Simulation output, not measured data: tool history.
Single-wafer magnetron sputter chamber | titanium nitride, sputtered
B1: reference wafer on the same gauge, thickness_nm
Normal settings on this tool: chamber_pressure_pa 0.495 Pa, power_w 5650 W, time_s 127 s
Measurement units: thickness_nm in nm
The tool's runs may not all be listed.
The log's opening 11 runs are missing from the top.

-- hour=503.2 sputter target and shields replaced
run 12 hour=503.7 | chamber_pressure_pa=0.495 power_w=5650 time_s=127 | B1=125.001 | thickness_nm=121.468
run 13 hour=569.7 | chamber_pressure_pa=0.495 power_w=5650 time_s=127 | B1=125.152 | thickness_nm=121.356
run 14 hour=630.7 | chamber_pressure_pa=0.495 power_w=6700 time_s=127 | B1=124.894 | thickness_nm=143.748
run 15 hour=684.3 | chamber_pressure_pa=0.495 power_w=6700 time_s=127 | B1=125.037 | thickness_nm=144.101
-- hour=706.4 capacitance manometer re-zeroed and calibrated
run 16 hour=740.3 | chamber_pressure_pa=0.565 power_w=6850 time_s=141 | B1=125.255 | thickness_nm=164.380
-- hour=754.2 magnet pack replaced
run 17 hour=804.4 | chamber_pressure_pa=0.495 power_w=5650 time_s=127 | B1=125.134 | thickness_nm=124.293
run 18 hour=865.2 | chamber_pressure_pa=0.495 power_w=5650 time_s=110 | B1=124.855 | thickness_nm=108.500
run 19 hour=912.9 | chamber_pressure_pa=0.639 power_w=6900 time_s=142 | B1=125.158 | thickness_nm=162.376
run 20 hour=956.0 | chamber_pressure_pa=0.495 power_w=4700 time_s=137 | B1=125.001 | thickness_nm=110.912
-- hour=984.5 gauge calibrated
run 21 hour=986.7 | chamber_pressure_pa=0.646 power_w=6850 time_s=143 | B1=125.179 | thickness_nm=160.472
run 22 hour=1029.5 | chamber_pressure_pa=0.571 power_w=5650 time_s=149 | B1=124.962 | thickness_nm=142.322
run 23 hour=1056.9 | chamber_pressure_pa=0.549 power_w=5200 time_s=139 | B1=125.054 | thickness_nm=123.082
run 24 hour=1096.3 | chamber_pressure_pa=0.495 power_w=5650 time_s=127 | B1=124.914 | thickness_nm=124.287
-- hour=1144.7 sputter target and shields replaced
run 25 hour=1159.6 | chamber_pressure_pa=0.495 power_w=5650 time_s=140 | B1=125.115 | thickness_nm=136.337
run 26 hour=1190.6 | chamber_pressure_pa=0.412 power_w=4500 time_s=143 | B1=124.937 | thickness_nm=115.515
run 27 hour=1214.8 | chamber_pressure_pa=0.624 power_w=5650 time_s=127 | B1=124.814 | thickness_nm=118.565
run 28 hour=1243.5 | chamber_pressure_pa=0.356 power_w=6600 time_s=119 | B1=124.774 | thickness_nm=143.964
run 29 hour=1283.1 | chamber_pressure_pa=0.495 power_w=5650 time_s=127 | B1=125.093 | thickness_nm=123.380
run 30 hour=1340.6 | chamber_pressure_pa=0.345 power_w=4500 time_s=134 | B1=125.240 | thickness_nm=110.371
run 31 hour=1490.3 | chamber_pressure_pa=0.495 power_w=6950 time_s=127 | B1=124.972 | thickness_nm=151.867

5 options for the next run, each taken on its own from the tool as it stands now. Forecast them:
run A hour=1490.7 | chamber_pressure_pa=0.657 power_w=5650 time_s=127 | B1=? | thickness_nm=?
run B hour=1490.7 | chamber_pressure_pa=0.356 power_w=5650 time_s=127 | B1=? | thickness_nm=?
run C hour=1490.7 | chamber_pressure_pa=0.564 power_w=6150 time_s=148 | B1=? | thickness_nm=?
run D hour=1490.7 | chamber_pressure_pa=0.495 power_w=5650 time_s=113 | B1=? | thickness_nm=?
run E hour=1490.7 | chamber_pressure_pa=0.334 power_w=6600 time_s=119 | B1=? | thickness_nm=?

run=A B1=124.991 thickness_nm=116.707
run=B B1=124.991 thickness_nm=131.752
run=C B1=124.991 thickness_nm=153.601
run=D B1=124.991 thickness_nm=110.768
run=E B1=124.991 thickness_nm=145.526
What these runs would have given with no unlogged condition in the tool:
run=A thickness_nm=117.718
run=B thickness_nm=132.368
run=C thickness_nm=154.748
run=D thickness_nm=111.494
run=E thickness_nm=146.162

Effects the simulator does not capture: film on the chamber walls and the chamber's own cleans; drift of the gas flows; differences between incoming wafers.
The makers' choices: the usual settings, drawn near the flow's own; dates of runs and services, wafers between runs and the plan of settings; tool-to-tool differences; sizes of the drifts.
